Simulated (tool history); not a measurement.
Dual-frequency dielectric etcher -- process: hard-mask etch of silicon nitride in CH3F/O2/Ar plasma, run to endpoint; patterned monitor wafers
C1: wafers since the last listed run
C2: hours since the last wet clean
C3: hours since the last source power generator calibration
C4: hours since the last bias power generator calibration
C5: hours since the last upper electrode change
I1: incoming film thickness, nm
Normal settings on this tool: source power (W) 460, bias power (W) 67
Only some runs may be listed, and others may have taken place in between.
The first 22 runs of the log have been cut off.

At hour 267.4: bias power generator calibrated.
Run 23, hour 267.9: usual settings but source power (W) 560, bias power (W) 62; C1 89; C2 379.4; C3 128.7; C4 0.5; C5 85.1; I1 48.62. Result: endpoint time (s) 74.6.
Run 24, hour 270.7: usual settings but bias power (W) 57; C1 23; C2 382.2; C3 131.5; C4 3.3; C5 87.9; I1 48.54. Result: endpoint time (s) 80.0.
At hour 310.7: wet clean of the chamber.
Run 25, hour 311.2: usual settings; C1 137; C2 0.5; C3 172.0; C4 43.8; C5 128.4; I1 48.98. Result: endpoint time (s) 72.3.
Run 26, hour 311.5: usual settings but source power (W) 500; C1 2; C2 0.8; C3 172.3; C4 44.1; C5 128.7; I1 49.24. Result: endpoint time (s) 72.7.
Run 27, hour 315.6: usual settings but source power (W) 510, bias power (W) 72; C1 34; C2 4.9; C3 176.4; C4 48.2; C5 132.8; I1 49.19. Result: endpoint time (s) 68.8.
Run 28, hour 332.4: usual settings but source power (W) 420, bias power (W) 55; C1 139; C2 21.7; C3 193.2; C4 65.0; C5 149.6; I1 49.32. Result: endpoint time (s) 80.7.
Run 29, hour 344.1: usual settings; C1 97; C2 33.4; C3 204.9; C4 76.7; C5 161.3; I1 49.07. Result: endpoint time (s) 72.1.
Run 30, hour 359.9: usual settings; C1 131; C2 49.2; C3 220.7; C4 92.5; C5 177.1; I1 48.47. Result: endpoint time (s) 72.7.
Run 31, hour 366.5: usual settings but source power (W) 560, bias power (W) 62; C1 54; C2 55.8; C3 227.3; C4 99.1; C5 183.7; I1 49.13. Result: endpoint time (s) 71.6.
Run 32, hour 405.4: usual settings; C1 323; C2 94.7; C3 266.2; C4 138.0; C5 222.6; I1 48.14. Result: endpoint time (s) 72.0.
Run 33, hour 411.9: usual settings but source power (W) 380, bias power (W) 83; C1 54; C2 101.2; C3 272.7; C4 144.5; C5 229.1; I1 49.29. Result: endpoint time (s) 70.8.
Run 34, hour 423.2: usual settings but source power (W) 410; C1 94; C2 112.5; C3 284.0; C4 155.8; C5 240.4; I1 48.61. Result: endpoint time (s) 74.6.

3 options for the next run, each taken on its own from the tool as it stands now. Forecast them:
Run A, hour 423.6: usual settings but bias power (W) 56; C1 3; C2 112.9; C3 284.4; C4 156.2; C5 240.8; I1 48.87. Result: endpoint time (s) ?.
Run B, hour 423.6: usual settings but bias power (W) 80; C1 3; C2 112.9; C3 284.4; C4 156.2; C5 240.8; I1 48.87. Result: endpoint time (s) ?.
Run C, hour 423.6: usual settings but bias power (W) 60; C1 3; C2 112.9; C3 284.4; C4 156.2; C5 240.8; I1 48.87. Result: endpoint time (s) ?.

run  endpoint time (s)
  A               79.5
  B               68.2
  C               77.2
Take away the tool's hidden state, keep each run's random variation, and the runs would have read:
run  endpoint time (s)
  A               77.8
  B               66.7
  C               75.5
